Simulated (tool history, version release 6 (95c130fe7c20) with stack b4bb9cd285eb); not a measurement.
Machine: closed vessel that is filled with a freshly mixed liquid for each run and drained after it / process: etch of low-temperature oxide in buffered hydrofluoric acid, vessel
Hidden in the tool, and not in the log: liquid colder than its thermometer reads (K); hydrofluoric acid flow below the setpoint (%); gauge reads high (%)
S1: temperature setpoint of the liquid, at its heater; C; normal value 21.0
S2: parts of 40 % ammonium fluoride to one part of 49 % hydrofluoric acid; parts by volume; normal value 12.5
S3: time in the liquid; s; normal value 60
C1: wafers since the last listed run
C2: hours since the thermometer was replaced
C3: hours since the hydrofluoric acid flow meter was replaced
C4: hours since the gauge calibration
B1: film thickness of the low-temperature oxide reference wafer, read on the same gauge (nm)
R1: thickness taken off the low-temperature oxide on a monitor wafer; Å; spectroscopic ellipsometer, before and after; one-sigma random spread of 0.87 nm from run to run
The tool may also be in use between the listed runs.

run	hour	S1	S2	S3	C1	C2	C3	C4	B1	R1
1	0.0	21.0	12.5	60	0	1989.1	1299.0	129.7	109.60	1408.8
2	26.0	21.0	12.5	60	3669	2015.1	1325.0	155.7	109.56	1412.8
3	41.9	21.0	12.5	60	2243	2031.0	1340.9	171.6	109.54	1410.0
4	76.3	21.0	12.5	60	4854	2065.4	1375.3	206.0	109.42	1399.5
5	94.9	21.0	12.5	80	2624	2084.0	1393.9	224.6	109.35	1873.9
6	109.7	21.0	12.5	80	2088	2098.8	1408.7	239.4	109.29	1872.4
7	140.5	21.0	12.5	60	4346	2129.6	1439.5	270.2	109.15	1402.0
8	156.4	21.0	12.5	60	2243	2145.5	1455.4	286.1	109.06	1403.5
9	179.7	21.0	12.5	75	3288	2168.8	1478.7	309.4	108.95	1743.8
10	212.7	21.0	12.5	75	4657	2201.8	1511.7	342.4	108.73	1734.1
11	225.4	21.0	12.5	75	1792	2214.5	1524.4	355.1	108.69	1726.1
12	255.3	21.0	10.5	45	4219	2244.4	1554.3	385.0	108.51	1225.8
13	270.2	21.0	10.5	45	2102	2259.3	1569.2	399.9	108.39	1236.6
# hour 284.0: thermometer replaced
14	305.6	19.5	15.5	40	4854	21.6	1604.6	435.3	108.16	683.4
15	324.2	21.0	12.5	60	2624	40.2	1623.2	453.9	108.01	1387.3
16	359.2	21.0	12.5	60	4939	75.2	1658.2	488.9	107.72	1379.2
17	394.0	23.0	15.0	90	4911	110.0	1693.0	523.7	107.42	1919.7
# hour 404.3: gauge calibrated
18	418.6	17.0	12.5	70	3471	134.6	1717.6	14.3	110.25	1320.7
# hour 425.3: hydrofluoric acid flow meter replaced
19	436.8	21.0	12.5	60	2427	152.8	11.5	32.5	110.25	1417.9
20	456.7	17.0	15.5	30	2808	172.7	31.4	52.4	110.24	454.0
21	484.8	18.0	14.0	50	3965	200.8	59.5	80.5	110.22	883.0
22	497.3	21.0	9.0	60	1764	213.3	72.0	93.0	110.17	1890.7
23	528.6	21.0	12.5	85	4417	244.6	103.3	124.3	110.14	1988.3
24	543.1	17.0	15.0	70	2046	259.1	117.8	138.8	110.11	1097.9
25	559.0	21.0	12.5	90	2243	275.0	133.7	154.7	110.07	2126.4
26	571.9	19.5	12.5	60	1820	287.9	146.6	167.6	110.04	1289.7

Subtracting, for every run, the result it would have given without the tool's unlogged condition from the measured result gives the following. The same run-to-run variation enters both numbers; the gauge's scatter may not:
run	R1
1	-4.8
2	-5.7
3	-6.3
4	-7.6
5	-11.3
6	-12.3
7	-11.0
8	-11.9
9	-16.8
10	-19.7
11	-20.7
12	-16.9
13	-18.2
14	-11.6
15	-25.6
16	-29.0
17	-45.9
18	+2.9
19	+3.1
20	+0.9
21	+1.6
22	+3.1
23	+2.1
24	+0.9
25	+0.9
26	+0.2

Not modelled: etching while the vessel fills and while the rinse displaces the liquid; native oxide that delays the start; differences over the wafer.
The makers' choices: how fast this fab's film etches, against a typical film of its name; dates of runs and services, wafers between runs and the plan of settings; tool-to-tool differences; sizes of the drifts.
